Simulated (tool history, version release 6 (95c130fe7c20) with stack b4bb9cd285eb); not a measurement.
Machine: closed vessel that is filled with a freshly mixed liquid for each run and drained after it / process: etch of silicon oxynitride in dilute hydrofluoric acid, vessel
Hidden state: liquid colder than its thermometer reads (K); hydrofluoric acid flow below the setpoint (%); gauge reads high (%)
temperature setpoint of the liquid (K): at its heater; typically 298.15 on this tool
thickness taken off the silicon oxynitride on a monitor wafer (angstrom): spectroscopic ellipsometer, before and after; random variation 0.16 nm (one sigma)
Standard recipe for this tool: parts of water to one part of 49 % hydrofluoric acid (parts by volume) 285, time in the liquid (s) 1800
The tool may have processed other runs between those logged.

run   hour  temperature setpoint of the liquid (K)  parts of water to one part of 49 % hydrofluoric acid (parts by volume)  time in the liquid (s)  wafers since the last listed run  hours since the thermometer was replaced  hours since the hydrofluoric acid flow meter was replaced  hours since the gauge calibration  read-back film thickness of the silicon oxynitride reference wafer, read on the same gauge (nm)  thickness taken off the silicon oxynitride on a monitor wafer (angstrom)
  1    0.0                                  298.15                                                                     185                    1800                                 0                                    2557.5                                                      818.3                              995.7                                                                                            40.68                                                                     363.2
  2   26.9                                  298.15                                                                     185                    1800                              1039                                    2584.4                                                      845.2                             1022.6                                                                                            40.68                                                                     360.3
  3   91.8                                  298.15                                                                     185                    1800                              2507                                    2649.3                                                      910.1                             1087.5                                                                                            40.77                                                                     371.9
  4  154.9                                  298.15                                                                     285                    1800                              2438                                    2712.4                                                      973.2                             1150.6                                                                                            40.84                                                                     223.9
  5  223.5                                  298.15                                                                     285                    1800                              2650                                    2781.0                                                     1041.8                             1219.2                                                                                            40.93                                                                     225.8
  6  254.1                                  298.15                                                                     285                    1800                              1182                                    2811.6                                                     1072.4                             1249.8                                                                                            40.99                                                                     223.4
  7  300.1                                  298.15                                                                     285                    1800                              1777                                    2857.6                                                     1118.4                             1295.8                                                                                            41.03                                                                     223.6
  8  337.5                                  298.15                                                                     285                    1800                              1445                                    2895.0                                                     1155.8                             1333.2                                                                                            41.12                                                                     221.8
  9  403.0                                  298.15                                                                     285                    1800                              2530                                    2960.5                                                     1221.3                             1398.7                                                                                            41.20                                                                     220.3
 10  467.6                                  298.15                                                                     285                    1800                              2496                                    3025.1                                                     1285.9                             1463.3                                                                                            41.31                                                                     224.2
     482.7  -- thermometer replaced
 11  518.0                                  298.15                                                                     285                    1800                              1908                                      35.3                                                     1336.3                             1513.7                                                                                            41.41                                                                     225.4
 12  548.8                                  298.15                                                                     285                    1800                              1190                                      66.1                                                     1367.1                             1544.5                                                                                            41.44                                                                     224.4
 13  587.0                                  298.15                                                                     285                    1800                              1475                                     104.3                                                     1405.3                             1582.7                                                                                            41.55                                                                     223.1
 14  629.4                                  298.15                                                                     285                    1800                              1638                                     146.7                                                     1447.7                             1625.1                                                                                            41.61                                                                     226.9
 15  726.5                                  302.15                                                                     355                    1265                              3751                                     243.8                                                     1544.8                             1722.2                                                                                            41.76                                                                     142.4
     733.6  -- hydrofluoric acid flow meter replaced
 16  783.8                                  294.65                                                                     250                    1800                              2175                                     301.1                                                       50.2                             1779.5                                                                                            41.89                                                                     230.4
 17  854.0                                  300.65                                                                     285                    1060                              2712                                     371.3                                                      120.4                             1849.7                                                                                            42.05                                                                     148.1
     899.4  -- gauge calibrated
 18  900.6                                  298.15                                                                     285                    1800                              1800                                     417.9                                                      167.0                                1.2                                                                                            40.00                                                                     213.6

Run 19 comes next. What will it give?
 19  941.9                                  298.15                                                                     285                    1800                              1595                                     459.2                                                      208.3                               42.5                                                                                                ?                                                                         ?

Run 19 gave read-back film thickness of the silicon oxynitride reference wafer, read on the same gauge (nm) 39.97, thickness taken off the silicon oxynitride on a monitor wafer (angstrom) 216.4.
If the tool had no hidden condition, the same run with the same run-to-run variation would have returned thickness taken off the silicon oxynitride on a monitor wafer (angstrom) 216.5.
